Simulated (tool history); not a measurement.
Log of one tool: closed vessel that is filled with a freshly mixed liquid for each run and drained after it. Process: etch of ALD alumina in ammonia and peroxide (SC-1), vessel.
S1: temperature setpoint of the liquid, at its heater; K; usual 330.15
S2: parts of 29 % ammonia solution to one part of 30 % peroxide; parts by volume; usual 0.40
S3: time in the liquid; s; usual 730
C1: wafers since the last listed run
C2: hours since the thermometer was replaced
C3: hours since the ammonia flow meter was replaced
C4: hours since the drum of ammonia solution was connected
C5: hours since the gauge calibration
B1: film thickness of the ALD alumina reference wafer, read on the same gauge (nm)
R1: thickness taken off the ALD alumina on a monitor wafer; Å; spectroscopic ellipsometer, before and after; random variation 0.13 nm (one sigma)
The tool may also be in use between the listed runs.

Run 1, hour 0.0: usual settings; C1 0; C2 2594.0; C3 2593.4; C4 105.9; C5 49.6; B1 129.98. Result: R1 522.7 Å.
Run 2, hour 16.4: usual settings; C1 914; C2 2610.4; C3 2609.8; C4 122.3; C5 66.0; B1 130.01. Result: R1 521.7 Å.
Run 3, hour 32.9: usual settings; C1 920; C2 2626.9; C3 2626.3; C4 138.8; C5 82.5; B1 129.99. Result: R1 522.0 Å.
Run 4, hour 54.3: usual settings; C1 1193; C2 2648.3; C3 2647.7; C4 160.2; C5 103.9; B1 129.99. Result: R1 520.5 Å.
Run 5, hour 66.2: usual settings; C1 663; C2 2660.2; C3 2659.6; C4 172.1; C5 115.8; B1 130.00. Result: R1 520.0 Å.
Run 6, hour 83.5: usual settings but S1 325.15 K; C1 965; C2 2677.5; C3 2676.9; C4 189.4; C5 133.1; B1 130.00. Result: R1 399.2 Å.
Run 7, hour 95.7: usual settings; C1 680; C2 2689.7; C3 2689.1; C4 201.6; C5 145.3; B1 129.99. Result: R1 519.0 Å.
Run 8, hour 113.2: usual settings; C1 976; C2 2707.2; C3 2706.6; C4 219.1; C5 162.8; B1 130.00. Result: R1 516.1 Å.
At hour 128.4: thermometer replaced.
Run 9, hour 131.0: usual settings; C1 937; C2 2.6; C3 2724.4; C4 236.9; C5 180.6; B1 130.01. Result: R1 518.2 Å.
Run 10, hour 146.2: usual settings; C1 847; C2 17.8; C3 2739.6; C4 252.1; C5 195.8; B1 130.02. Result: R1 519.1 Å.
At hour 159.6: new drum of ammonia solution connected.
Run 11, hour 161.6: usual settings but S1 338.65 K, S2 0.30 parts by volume, S3 1100 s; C1 803; C2 33.2; C3 2755.0; C4 2.0; C5 211.2; B1 130.03. Result: R1 1191.1 Å.
At hour 172.5: gauge calibrated.
Run 12, hour 174.1: usual settings; C1 697; C2 45.7; C3 2767.5; C4 14.5; C5 1.6; B1 129.99. Result: R1 528.4 Å.
Run 13, hour 184.9: usual settings but S3 345 s; C1 602; C2 56.5; C3 2778.3; C4 25.3; C5 12.4; B1 129.96. Result: R1 247.9 Å.
Run 14, hour 197.6: usual settings but S1 325.65 K, S2 0.50 parts by volume; C1 708; C2 69.2; C3 2791.0; C4 38.0; C5 25.1; B1 130.01. Result: R1 422.0 Å.
Run 15, hour 204.0: usual settings; C1 356; C2 75.6; C3 2797.4; C4 44.4; C5 31.5; B1 129.99. Result: R1 525.0 Å.
At hour 213.3: ammonia flow meter replaced.
Run 16, hour 214.6: usual settings but S1 327.15 K, S2 0.25 parts by volume, S3 945 s; C1 535; C2 86.2; C3 1.3; C4 55.0; C5 42.1; B1 130.00. Result: R1 553.8 Å.
Run 17, hour 230.5: usual settings but S1 336.15 K, S3 495 s; C1 886; C2 102.1; C3 17.2; C4 70.9; C5 58.0; B1 129.98. Result: R1 483.4 Å.
Run 18, hour 244.1: usual settings; C1 758; C2 115.7; C3 30.8; C4 84.5; C5 71.6; B1 130.00. Result: R1 522.6 Å.
Run 19, hour 253.0: usual settings but S2 0.35 parts by volume, S3 1010 s; C1 496; C2 124.6; C3 39.7; C4 93.4; C5 80.5; B1 129.99. Result: R1 716.5 Å.
Run 20, hour 269.6: usual settings; C1 925; C2 141.2; C3 56.3; C4 110.0; C5 97.1; B1 129.99. Result: R1 521.4 Å.

4 ways to go on from here, each from the tool as it stands after run 20. What would each give?
Run A, hour 270.5: usual settings but S1 338.15 K; C1 50; C2 142.1; C3 57.2; C4 110.9; C5 98.0; B1 ?. Result: R1 ?.
Run B, hour 270.5: usual settings but S1 336.65 K; C1 50; C2 142.1; C3 57.2; C4 110.9; C5 98.0; B1 ?. Result: R1 ?.
Run C, hour 270.5: usual settings but S2 0.30 parts by volume, S3 995 s; C1 50; C2 142.1; C3 57.2; C4 110.9; C5 98.0; B1 ?. Result: R1 ?.
Run D, hour 270.5: usual settings but S2 0.50 parts by volume, S3 490 s; C1 50; C2 142.1; C3 57.2; C4 110.9; C5 98.0; B1 ?. Result: R1 ?.

run      B1     R1
  A  130.00  786.4
  B  130.00  729.7
  C  130.00  693.6
  D  130.00  358.5
Without the tool's hidden state the same runs would have given:
run     R1
  A  791.1
  B  734.1
  C  697.8
  D  360.6

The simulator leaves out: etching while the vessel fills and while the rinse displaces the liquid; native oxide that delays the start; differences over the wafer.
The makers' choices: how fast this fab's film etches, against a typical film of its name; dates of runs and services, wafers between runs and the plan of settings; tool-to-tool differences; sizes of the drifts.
